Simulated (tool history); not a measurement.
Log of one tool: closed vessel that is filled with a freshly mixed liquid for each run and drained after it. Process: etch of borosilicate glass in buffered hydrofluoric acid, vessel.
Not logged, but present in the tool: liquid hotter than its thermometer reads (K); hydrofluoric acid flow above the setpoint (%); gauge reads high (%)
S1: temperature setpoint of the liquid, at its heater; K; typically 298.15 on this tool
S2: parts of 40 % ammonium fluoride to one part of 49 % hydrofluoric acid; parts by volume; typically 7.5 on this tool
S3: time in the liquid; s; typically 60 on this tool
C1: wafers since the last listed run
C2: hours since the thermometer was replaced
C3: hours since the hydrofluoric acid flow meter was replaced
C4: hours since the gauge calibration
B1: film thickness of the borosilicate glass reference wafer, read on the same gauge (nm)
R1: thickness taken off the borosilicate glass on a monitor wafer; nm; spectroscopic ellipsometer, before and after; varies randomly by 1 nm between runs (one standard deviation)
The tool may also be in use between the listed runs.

run,hour,S1,S2,S3,C1,C2,C3,C4,B1,R1
1,0.0,298.15,7.5,75,0,1250.4,1384.6,504.1,62.00,150.12
2,42.4,298.15,7.5,75,2778,1292.8,1427.0,546.5,62.08,149.13
3,101.6,298.15,7.5,75,3879,1352.0,1486.2,605.7,62.19,148.94
4,146.8,295.15,7.5,60,2962,1397.2,1531.4,650.9,62.20,103.32
5,191.9,295.15,7.5,60,2955,1442.3,1576.5,696.0,62.27,104.26
6,255.7,295.15,7.5,60,4181,1506.1,1640.3,759.8,62.40,102.40
7,298.6,298.15,7.5,60,2811,1549.0,1683.2,802.7,62.34,120.80
8,370.0,298.15,7.5,60,4679,1620.4,1754.6,874.1,62.45,118.92
9,418.1,298.15,7.5,60,3152,1668.5,1802.7,922.2,62.49,121.45
# hour 446.1: hydrofluoric acid flow meter replaced
10,485.3,295.15,10.0,40,4338,1735.7,39.2,989.4,62.48,52.38
11,521.7,298.15,7.5,60,2385,1772.1,75.6,1025.8,62.51,121.44
12,557.1,300.65,5.5,60,2320,1807.5,111.0,1061.2,62.53,183.68
13,620.4,293.15,6.5,85,4148,1870.8,174.3,1124.5,62.58,154.63
14,650.9,294.65,9.5,95,1998,1901.3,204.8,1155.0,62.55,125.60
15,675.6,298.15,7.5,60,1618,1926.0,229.5,1179.7,62.57,122.35

Run 16, settings as shown, results not yet in. Your forecast:
# hour 694.9: gauge calibrated
16,742.7,298.15,6.5,60,4397,1993.1,296.6,47.8,?,?

Run 16 gave B1 60.31, R1 136.26 nm.
The same run, on a tool lacking any hidden state, would have yielded R1 135.65 nm.
